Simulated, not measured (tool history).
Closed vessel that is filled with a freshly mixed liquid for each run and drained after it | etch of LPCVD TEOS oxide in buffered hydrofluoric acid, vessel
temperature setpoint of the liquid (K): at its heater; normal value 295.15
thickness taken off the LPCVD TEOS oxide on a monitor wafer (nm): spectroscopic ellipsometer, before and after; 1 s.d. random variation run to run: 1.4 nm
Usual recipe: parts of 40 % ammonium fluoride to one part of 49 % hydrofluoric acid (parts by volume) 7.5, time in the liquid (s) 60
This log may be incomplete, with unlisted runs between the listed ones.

run,hour,temperature setpoint of the liquid (K),parts of 40 % ammonium fluoride to one part of 49 % hydrofluoric acid (parts by volume),time in the liquid (s),"read-back film thickness of the LPCVD TEOS oxide reference wafer, read on the same gauge (nm)",thickness taken off the LPCVD TEOS oxide on a monitor wafer (nm)
1,0,291.65,5.5,60,39.99,168.44
2,86,291.65,5.5,60,39.99,166.6
3,160.5,295.15,7.5,70,40,176.35
4,198.8,295.15,7.5,60,40,151.3
5,255.1,295.15,7.5,60,39.99,149.78
6,362.2,295.15,7.5,40,39.97,98.38
# hour 397.9: gauge calibrated
7,452.7,295.15,7.5,40,40.01,100.71
8,553.5,295.15,7.5,40,40,99.69
9,652.6,295.15,6.5,60,40.03,173
# hour 667.2: thermometer replaced
10,748.6,295.15,6.5,60,39.99,179.82
11,799.5,295.15,6.5,60,39.98,181.7
12,838.5,295.15,7.5,60,40.01,156.98
13,878.8,295.15,7.5,60,39.99,155.79
14,974.7,295.15,7.5,60,40.03,155.49
15,1022.8,295.15,7.5,45,39.99,117.52
16,1066.2,295.15,8.5,60,39.98,136.2
17,1125.1,295.15,7.5,75,40,195.47
18,1207.4,293.15,7.5,80,40,186
19,1284.2,295.15,5.5,90,39.97,307.67
# hour 1346.1: hydrofluoric acid flow meter replaced
20,1353,295.15,7.5,40,40.02,102.39
21,1413.8,295.15,7.5,60,40.03,154.79
22,1471,292.15,5.5,60,40,172.98
23,1514.3,293.15,7.5,60,40,137.96
24,1591.4,295.15,7.5,45,39.98,115.17
25,1660.5,298.65,5,85,40,379.21
26,1708.1,293.15,6,50,40.01,143.59
27,1758.1,298.65,9,60,40,154.53
28,1801.5,295.15,7.5,60,40.01,152.91
# hour 1815.4: gauge calibrated
29,1843.5,295.15,7.5,60,40.02,155.11
30,1932.4,295.15,6.5,75,40,219.06
31,2006.2,297.65,5,85,40,362.64
32,2077.7,293.15,6,60,39.99,169.22

Forecast each of these 5 alternatives for the next run:
A,2078.4,295.15,7.5,60,?,?
B,2078.4,291.15,10,95,?,?
C,2078.4,295.15,7.5,95,?,?
D,2078.4,295.15,5.5,40,?,?
E,2078.4,295.15,6,60,?,?

run,"read-back film thickness of the LPCVD TEOS oxide reference wafer, read on the same gauge (nm)",thickness taken off the LPCVD TEOS oxide on a monitor wafer (nm)
A,40.01,152.02
B,40.01,147.62
C,40.01,240.7
D,40.01,134.35
E,40.01,187.2
Had the tool no hidden state, the same runs would have come out as:
run,thickness taken off the LPCVD TEOS oxide on a monitor wafer (nm)
A,157.5
B,153.1
C,249.37
D,139.18
E,193.93

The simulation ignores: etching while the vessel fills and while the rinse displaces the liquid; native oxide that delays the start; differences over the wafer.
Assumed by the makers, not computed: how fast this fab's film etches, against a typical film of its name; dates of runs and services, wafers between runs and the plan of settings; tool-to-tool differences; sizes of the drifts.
